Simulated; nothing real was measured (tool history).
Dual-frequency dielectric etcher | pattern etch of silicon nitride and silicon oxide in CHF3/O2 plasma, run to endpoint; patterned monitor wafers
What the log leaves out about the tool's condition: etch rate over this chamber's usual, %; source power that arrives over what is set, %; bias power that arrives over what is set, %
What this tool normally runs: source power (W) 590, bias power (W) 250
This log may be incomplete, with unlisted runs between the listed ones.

| run | hour | source power (W) | bias power (W) | wafers since the last listed run | hours since the last wet clean | hours since the last source power generator calibration | hours since the last bias power generator calibration | hours since the last upper electrode change | incoming incoming film thickness, nm | endpoint time (s) |
|---|---|---|---|---|---|---|---|---|---|---|
| 1 | 0 | 710 | 228 | 0 | 380.9 | 1654.3 | 1737.5 | 2347.9 | 223.2 | 122 |
| 2 | 12.1 | 590 | 250 | 114 | 393 | 1666.4 | 1749.6 | 2360 | 227.4 | 131.5 |
| 3 | 25.6 | 590 | 250 | 127 | 406.5 | 1679.9 | 1763.1 | 2373.5 | 225.1 | 130.6 |
| 4 | 43 | 590 | 250 | 164 | 423.9 | 1697.3 | 1780.5 | 2390.9 | 227 | 132.4 |
| 5 | 81.9 | 590 | 250 | 368 | 462.8 | 1736.2 | 1819.4 | 2429.8 | 225.6 | 132.3 |
| 6 | 96.3 | 590 | 250 | 136 | 477.2 | 1750.6 | 1833.8 | 2444.2 | 222.5 | 130.1 |
|  | 133.4 | wet clean of the chamber |
| 7 | 133.9 | 590 | 250 | 128 | 0.5 | 1788.2 | 1871.4 | 2481.8 | 222.6 | 124.2 |
|  | 151.2 | source power generator calibrated |
|  | 171.3 | upper electrode replaced |
| 8 | 171.8 | 670 | 250 | 130 | 38.4 | 20.6 | 1909.3 | 0.5 | 224.7 | 116.7 |
| 9 | 173.8 | 670 | 250 | 18 | 40.4 | 22.6 | 1911.3 | 2.5 | 225.6 | 117.4 |
| 10 | 182.9 | 590 | 250 | 86 | 49.5 | 31.7 | 1920.4 | 11.6 | 226.5 | 127.6 |
| 11 | 189.1 | 590 | 250 | 58 | 55.7 | 37.9 | 1926.6 | 17.8 | 226.2 | 126.2 |
| 12 | 198.4 | 730 | 250 | 88 | 65 | 47.2 | 1935.9 | 27.1 | 224.5 | 112 |
|  | 214.7 | bias power generator calibrated |
| 13 | 215.2 | 720 | 250 | 121 | 81.8 | 64 | 0.5 | 43.9 | 222.6 | 112.1 |
| 14 | 225.9 | 590 | 250 | 101 | 92.5 | 74.7 | 11.2 | 54.6 | 223.8 | 126.3 |
| 15 | 232.6 | 590 | 279 | 63 | 99.2 | 81.4 | 17.9 | 61.3 | 226.2 | 121 |
| 16 | 241 | 590 | 250 | 79 | 107.6 | 89.8 | 26.3 | 69.7 | 224.9 | 126.7 |
| 17 | 253.3 | 590 | 250 | 116 | 119.9 | 102.1 | 38.6 | 82 | 226.6 | 127.6 |
| 18 | 260.9 | 590 | 298 | 72 | 127.5 | 109.7 | 46.2 | 89.6 | 223.6 | 116.2 |
| 19 | 268 | 490 | 250 | 67 | 134.6 | 116.8 | 53.3 | 96.7 | 222.4 | 141.8 |
| 20 | 278.4 | 590 | 302 | 98 | 145 | 127.2 | 63.7 | 107.1 | 225.2 | 115.9 |
| 21 | 288.4 | 590 | 250 | 94 | 155 | 137.2 | 73.7 | 117.1 | 223.7 | 126.5 |
| 22 | 297.6 | 640 | 285 | 87 | 164.2 | 146.4 | 82.9 | 126.3 | 226.7 | 115 |

What if the next run were any one of these 5? Each begins from the tool's condition after run 22:
| A | 298.1 | 590 | 250 | 4 | 164.7 | 146.9 | 83.4 | 126.8 | 222.5 | ? |
| B | 298.1 | 520 | 250 | 4 | 164.7 | 146.9 | 83.4 | 126.8 | 222.5 | ? |
| C | 298.1 | 550 | 310 | 4 | 164.7 | 146.9 | 83.4 | 126.8 | 222.5 | ? |
| D | 298.1 | 650 | 305 | 4 | 164.7 | 146.9 | 83.4 | 126.8 | 222.5 | ? |
| E | 298.1 | 540 | 195 | 4 | 164.7 | 146.9 | 83.4 | 126.8 | 222.5 | ? |

| run | endpoint time (s) |
|---|---|
| A | 126.1 |
| B | 136.5 |
| C | 118.6 |
| D | 108.2 |
| E | 151.1 |
Take away the tool's hidden state, keep each run's random variation, and the runs would have read:
| run | endpoint time (s) |
|---|---|
| A | 123.4 |
| B | 133.6 |
| C | 116 |
| D | 105.9 |
| E | 147.9 |

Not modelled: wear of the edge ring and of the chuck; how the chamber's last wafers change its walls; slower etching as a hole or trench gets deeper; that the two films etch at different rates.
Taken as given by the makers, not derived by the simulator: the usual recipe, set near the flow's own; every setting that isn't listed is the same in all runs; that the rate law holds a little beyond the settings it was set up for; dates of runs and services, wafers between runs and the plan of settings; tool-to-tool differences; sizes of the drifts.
